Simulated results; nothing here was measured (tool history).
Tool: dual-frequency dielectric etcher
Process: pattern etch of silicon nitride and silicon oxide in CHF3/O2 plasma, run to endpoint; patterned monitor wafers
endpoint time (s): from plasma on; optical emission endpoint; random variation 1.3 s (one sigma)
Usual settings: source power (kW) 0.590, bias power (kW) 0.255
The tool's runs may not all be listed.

run,day,source power (kW),bias power (kW),"incoming incoming film thickness, nm",endpoint time (s)
1,0.000,0.590,0.255,271.0,163.4
2,3.654,0.590,0.255,272.4,162.7
3,6.858,0.590,0.255,271.7,159.8
4,10.012,0.590,0.255,276.1,161.0
5,14.142,0.590,0.255,271.6,157.9
# day 16.650: wet clean of the chamber
6,17.479,0.650,0.287,272.7,165.2
7,19.904,0.560,0.255,272.5,181.9
8,22.742,0.590,0.255,275.4,180.8
9,25.683,0.590,0.255,273.8,175.3
10,30.183,0.590,0.255,272.9,173.9
11,31.875,0.590,0.255,274.0,172.4
# day 33.812: wet clean of the chamber, repeated, since the last time left the tool worse
12,34.254,0.590,0.255,274.8,166.8
13,38.725,0.590,0.255,270.9,162.4
14,40.875,0.590,0.255,271.1,161.6
15,42.400,0.530,0.294,272.2,159.5
# day 43.483: upper electrode replaced
16,45.192,0.550,0.314,272.9,153.4
17,54.358,0.720,0.255,271.6,149.9
18,58.525,0.680,0.195,270.8,166.5
# day 61.354: wet clean of the chamber
19,61.375,0.650,0.234,272.1,166.4
# day 62.850: source power generator calibrated
20,64.233,0.540,0.255,272.9,168.5
# day 68.175: bias power generator calibrated
21,68.196,0.590,0.255,272.4,166.1
22,70.175,0.590,0.233,273.0,170.3
23,71.771,0.450,0.292,270.4,167.0
24,75.242,0.590,0.255,270.9,161.8
25,78.317,0.590,0.255,274.2,164.6
26,80.521,0.440,0.255,272.5,179.9
# day 85.329: wet clean of the chamber
27,85.350,0.720,0.237,273.0,158.7
28,86.321,0.680,0.255,274.7,157.8

Forecast each of these 3 alternatives for the next run:
A,86.342,0.590,0.255,270.3,?
B,86.342,0.650,0.220,270.3,?
C,86.342,0.470,0.285,270.3,?

run,endpoint time (s)
A,164.6
B,168.3
C,170.4
Without the tool's hidden state the same runs would have given:
run,endpoint time (s)
A,165.0
B,168.8
C,170.8
